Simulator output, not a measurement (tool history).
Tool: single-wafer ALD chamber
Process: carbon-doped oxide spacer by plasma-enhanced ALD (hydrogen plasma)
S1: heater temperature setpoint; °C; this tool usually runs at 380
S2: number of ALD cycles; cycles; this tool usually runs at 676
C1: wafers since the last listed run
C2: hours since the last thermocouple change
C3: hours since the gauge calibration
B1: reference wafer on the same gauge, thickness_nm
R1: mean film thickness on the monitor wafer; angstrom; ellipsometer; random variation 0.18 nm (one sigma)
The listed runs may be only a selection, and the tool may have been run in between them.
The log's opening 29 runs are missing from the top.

run,hour,S1,S2,C1,C2,C3,B1,R1
# hour 408.6: gauge calibrated
30,445.1,380,795,21,229.3,36.5,41.776,413.69
31,452.8,372,568,3,237.0,44.2,41.731,295.39
32,460.4,380,715,3,244.6,51.8,41.821,373.30
33,474.3,392,549,6,258.5,65.7,41.665,285.16
34,487.1,369,546,6,271.3,78.5,41.739,283.04
35,501.2,366,770,6,285.4,92.6,41.779,400.32
36,508.4,367,730,3,292.6,99.8,41.732,377.24
37,521.8,385,572,6,306.0,113.2,41.803,296.31

Predict each of these 4 candidate next runs independently; none follows another, all start after run 37:
A,523.2,380,676,0,307.4,114.6,?,?
B,523.2,366,810,0,307.4,114.6,?,?
C,523.2,394,585,0,307.4,114.6,?,?
D,523.2,372,578,0,307.4,114.6,?,?

run,B1,R1
A,41.810,353.21
B,41.810,423.22
C,41.810,305.66
D,41.810,302.00
Had the tool no hidden state, the same runs would have come out as:
run,R1
A,353.21
B,423.22
C,305.66
D,302.00

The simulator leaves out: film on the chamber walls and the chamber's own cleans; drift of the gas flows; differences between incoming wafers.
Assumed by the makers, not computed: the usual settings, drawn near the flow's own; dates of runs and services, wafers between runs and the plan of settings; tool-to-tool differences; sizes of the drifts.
